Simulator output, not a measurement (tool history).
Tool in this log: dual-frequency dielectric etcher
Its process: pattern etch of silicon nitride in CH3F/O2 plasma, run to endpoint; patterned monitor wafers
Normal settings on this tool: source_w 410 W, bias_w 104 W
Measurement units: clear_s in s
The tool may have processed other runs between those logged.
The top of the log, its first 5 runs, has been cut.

run,hour,source_w,bias_w,wafers since the last listed run,hours since the last wet clean,hours since the last source power generator calibration,hours since the last bias power generator calibration,hours since the last upper electrode change,"incoming incoming film thickness, nm",clear_s
6,60.9,410,104,63,292.9,3129.6,5015.6,2026.6,90.5,89.9
7,78.1,410,104,92,310.1,3146.8,5032.8,2043.8,92.0,91.3
8,84.4,410,104,33,316.4,3153.1,5039.1,2050.1,91.7,91.1
9,90.9,410,104,34,322.9,3159.6,5045.6,2056.6,91.2,90.8
10,103.3,450,91,66,335.3,3172.0,5058.0,2069.0,91.1,92.4
11,109.8,450,91,34,341.8,3178.5,5064.5,2075.5,90.9,92.0
# hour 138.8: upper electrode replaced
12,139.3,410,104,29,371.3,3208.0,5094.0,0.5,90.6,90.1
13,139.7,410,104,2,371.7,3208.4,5094.4,0.9,90.7,90.1
14,145.3,410,104,30,377.3,3214.0,5100.0,6.5,90.0,89.1
15,162.0,410,104,89,394.0,3230.7,5116.7,23.2,91.6,90.9
# hour 196.1: wet clean of the chamber
16,196.6,410,104,57,0.5,3265.3,5151.3,57.8,92.0,93.2
17,196.9,410,104,1,0.8,3265.6,5151.6,58.1,90.8,91.6
18,201.6,490,104,25,5.5,3270.3,5156.3,62.8,92.2,88.7
19,231.2,350,104,159,35.1,3299.9,5185.9,92.4,91.4,95.4
# hour 245.0: source power generator calibrated
20,282.5,320,104,254,86.4,37.5,5237.2,143.7,91.0,96.2

For run 21, what comes out?
21,298.1,450,129,83,102.0,53.1,5252.8,159.3,91.0,?

clear_s: 83.5 s
With the hidden condition absent and the run-to-run variation left alone, this run would have shown clear_s 83.8 s.

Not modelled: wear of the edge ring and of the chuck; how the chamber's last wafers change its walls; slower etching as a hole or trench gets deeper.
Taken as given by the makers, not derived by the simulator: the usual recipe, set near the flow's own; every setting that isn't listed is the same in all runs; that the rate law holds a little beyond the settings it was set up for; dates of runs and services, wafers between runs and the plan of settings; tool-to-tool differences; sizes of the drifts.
